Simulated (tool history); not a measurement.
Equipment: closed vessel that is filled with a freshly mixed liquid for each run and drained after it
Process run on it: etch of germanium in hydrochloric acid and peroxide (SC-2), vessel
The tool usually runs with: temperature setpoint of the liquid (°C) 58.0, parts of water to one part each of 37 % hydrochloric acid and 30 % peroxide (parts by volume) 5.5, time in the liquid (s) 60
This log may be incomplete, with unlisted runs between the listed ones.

run	day	temperature setpoint of the liquid (°C)	parts of water to one part each of 37 % hydrochloric acid and 30 % peroxide (parts by volume)	time in the liquid (s)	wafers since the last listed run	hours since the thermometer was replaced	hours since the chemicals flow meter was replaced	hours since the drum of peroxide was connected	hours since the gauge calibration	read-back film thickness of the germanium reference wafer, read on the same gauge (nm)	thickness taken off the germanium on a monitor wafer (nm)
1	0.000	58.0	5.5	60	0	1020.5	540.3	255.3	1789.3	50.00	190.95
2	2.083	58.0	5.5	60	5508	1070.5	590.3	305.3	1839.3	49.97	191.25
3	3.725	58.0	5.5	60	4340	1109.9	629.7	344.7	1878.7	50.02	190.48
4	7.154	58.0	5.5	60	9067	1192.2	712.0	427.0	1961.0	50.01	192.56
5	8.962	58.0	5.5	60	4781	1235.6	755.4	470.4	2004.4	50.00	191.78
# day 12.154: thermometer replaced
6	12.779	58.0	5.5	35	9982	15.0	847.0	562.0	2096.0	50.00	108.16
# day 15.354: new drum of peroxide connected
7	16.683	58.0	5.5	35	10213	108.7	940.7	31.9	2189.7	50.00	107.33
8	18.454	58.0	5.5	35	4682	151.2	983.2	74.4	2232.2	50.00	106.93
9	21.758	53.5	6.5	60	8737	230.5	1062.5	153.7	2311.5	50.01	160.77
10	24.321	58.0	5.5	60	6775	292.0	1124.0	215.2	2373.0	50.01	186.96
# day 27.371: gauge calibrated
11	28.721	66.0	4.0	40	11634	397.6	1229.6	320.8	32.4	50.00	160.91
12	30.879	58.0	5.5	60	5707	449.4	1281.4	372.6	84.2	50.02	187.19
13	33.738	53.0	7.0	35	7558	518.0	1350.0	441.2	152.8	50.01	92.90
14	37.154	66.5	4.0	30	9034	600.0	1432.0	523.2	234.8	50.01	123.88
15	38.908	58.0	5.5	60	4638	642.1	1474.1	565.3	276.9	50.01	190.04
# day 42.575: chemicals flow meter replaced
16	43.062	58.0	5.5	60	10874	741.8	11.7	665.0	376.6	49.99	189.95
# day 45.938: new drum of peroxide connected
17	47.450	64.5	5.5	60	11491	847.1	117.0	36.3	481.9	50.03	230.78
18	50.867	53.0	4.0	80	9034	929.1	199.0	118.3	563.9	50.00	219.53

Run 19 has not been measured yet. What should we expect?
19	52.867	58.0	5.5	60	5288	977.1	247.0	166.3	611.9	?	?

read-back film thickness of the germanium reference wafer, read on the same gauge (nm): 49.99
thickness taken off the germanium on a monitor wafer (nm): 192.50
If the tool had no hidden condition, the same run with the same run-to-run variation would have returned thickness taken off the germanium on a monitor wafer (nm) 183.94.

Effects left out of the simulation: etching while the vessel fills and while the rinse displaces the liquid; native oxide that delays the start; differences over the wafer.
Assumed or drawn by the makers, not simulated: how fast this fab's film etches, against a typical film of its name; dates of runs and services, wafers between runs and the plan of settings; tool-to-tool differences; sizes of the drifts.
